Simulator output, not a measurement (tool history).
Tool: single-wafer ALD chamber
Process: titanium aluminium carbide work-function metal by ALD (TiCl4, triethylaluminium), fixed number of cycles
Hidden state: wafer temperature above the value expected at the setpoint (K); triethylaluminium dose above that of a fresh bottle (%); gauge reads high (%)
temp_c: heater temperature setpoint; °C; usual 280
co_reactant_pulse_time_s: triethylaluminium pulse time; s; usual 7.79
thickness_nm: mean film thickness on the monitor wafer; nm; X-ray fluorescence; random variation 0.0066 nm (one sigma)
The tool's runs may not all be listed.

run   hour  temp_c  co_reactant_pulse_time_s  wafers since the last listed run  hours since the last thermocouple change  hours since the last triethylaluminium bottle change  hours since the showerhead was replaced  hours since the gauge calibration  read-back reference wafer on the same gauge, thickness_nm  thickness_nm
  1    0.0     280                      7.79                                 0                                    2335.2                                                1074.6                                   5134.0                              238.9                                                      1.989         1.725
  2   23.3     280                      7.79                               374                                    2358.5                                                1097.9                                   5157.3                              262.2                                                      1.992         1.725
  3   39.1     280                      7.79                               253                                    2374.3                                                1113.7                                   5173.1                              278.0                                                      1.990         1.737
  4   66.5     280                      7.79                               439                                    2401.7                                                1141.1                                   5200.5                              305.4                                                      1.991         1.722
  5   80.9     280                      7.79                               231                                    2416.1                                                1155.5                                   5214.9                              319.8                                                      1.990         1.716
  6  185.9     280                      7.79                              1686                                    2521.1                                                1260.5                                   5319.9                              424.8                                                      1.991         1.702
  7  214.7     273                      7.79                               462                                    2549.9                                                1289.3                                   5348.7                              453.6                                                      1.990         1.654
  8  241.5     273                      7.79                               430                                    2576.7                                                1316.1                                   5375.5                              480.4                                                      1.991         1.645
  9  259.5     273                      7.79                               289                                    2594.7                                                1334.1                                   5393.5                              498.4                                                      1.989         1.647
 10  294.7     280                      7.79                               565                                    2629.9                                                1369.3                                   5428.7                              533.6                                                      1.990         1.701
 11  316.5     280                      7.79                               350                                    2651.7                                                1391.1                                   5450.5                              555.4                                                      1.990         1.696
 12  343.5     280                      7.79                               433                                    2678.7                                                1418.1                                   5477.5                              582.4                                                      1.990         1.695
 13  368.8     280                      7.79                               406                                    2704.0                                                1443.4                                   5502.8                              607.7                                                      1.989         1.694
 14  392.1     280                      7.79                               374                                    2727.3                                                1466.7                                   5526.1                              631.0                                                      1.991         1.696
 15  416.5     280                      7.79                               391                                    2751.7                                                1491.1                                   5550.5                              655.4                                                      1.990         1.688
     426.6  -- gauge calibrated
 16  437.5     280                      7.79                               337                                    2772.7                                                1512.1                                   5571.5                               10.9                                                      1.990         1.693
     455.9  -- triethylaluminium bottle replaced
 17  470.6     280                      7.79                               403                                    2805.8                                                  14.7                                   5604.6                               44.0                                                      1.990         1.749
 18  498.8     287                      9.51                               452                                    2834.0                                                  42.9                                   5632.8                               72.2                                                      1.989         1.854
 19  511.7     293                      4.72                               207                                    2846.9                                                  55.8                                   5645.7                               85.1                                                      1.990         1.664
 20  524.4     280                     10.09                               203                                    2859.6                                                  68.5                                   5658.4                               97.8                                                      1.990         1.810
 21  554.6     288                      8.64                               484                                    2889.8                                                  98.7                                   5688.6                              128.0                                                      1.991         1.840
     576.6  -- showerhead replaced, of another model than before
 22  581.1     280                      7.79                               297                                    2916.3                                                 125.2                                      4.5                              154.5                                                      1.990         1.742
     614.5  -- thermocouple changed; heater temperature recalibrated
 23  615.0     269                      7.79                               415                                       0.5                                                 159.1                                     38.4                              188.4                                                      1.991         1.655
 24  642.2     270                      5.08                               436                                      27.7                                                 186.3                                     65.6                              215.6                                                      1.991         1.589
 25  676.0     276                      9.64                               542                                      61.5                                                 220.1                                     99.4                              249.4                                                      1.991         1.760
 26  701.0     280                     10.67                               401                                      86.5                                                 245.1                                    124.4                              274.4                                                      1.990         1.805
 27  732.8     292                      5.61                               510                                     118.3                                                 276.9                                    156.2                              306.2                                                      1.990         1.780
 28  748.9     284                      6.96                               258                                     134.4                                                 293.0                                    172.3                              322.3                                                      1.990         1.757
 29  778.7     266                      9.95                               478                                     164.2                                                 322.8                                    202.1                              352.1                                                      1.991         1.672
 30  805.6     280                      5.78                               431                                     191.1                                                 349.7                                    229.0                              379.0                                                      1.989         1.669
 31  831.9     269                      4.76                               422                                     217.4                                                 376.0                                    255.3                              405.3                                                      1.992         1.560

What the log doesn't show, run by run:
wafer temperature above the value expected at the setpoint (K): 0 in every run
gauge reads high (%): 0 in every run
H1: triethylaluminium dose above that of a fresh bottle (%)
run     H1
  1  -9.47
  2  -9.87
  3  -10.1
  4  -10.6
  5  -10.9
  6  -12.9
  7  -13.5
  8  -14.1
  9  -14.4
 10  -15.2
 11  -15.7
 12  -16.3
 13  -16.8
 14  -17.4
 15    -18
 16  -18.5
 17  -1.18
 18   -1.2
 19  -1.21
 20  -1.22
 21  -1.26
 22  -1.31
 23  -1.38
 24  -1.46
 25  -1.57
 26  -1.66
 27  -1.79
 28  -1.86
 29  -2.01
 30  -2.15
 31   -2.3
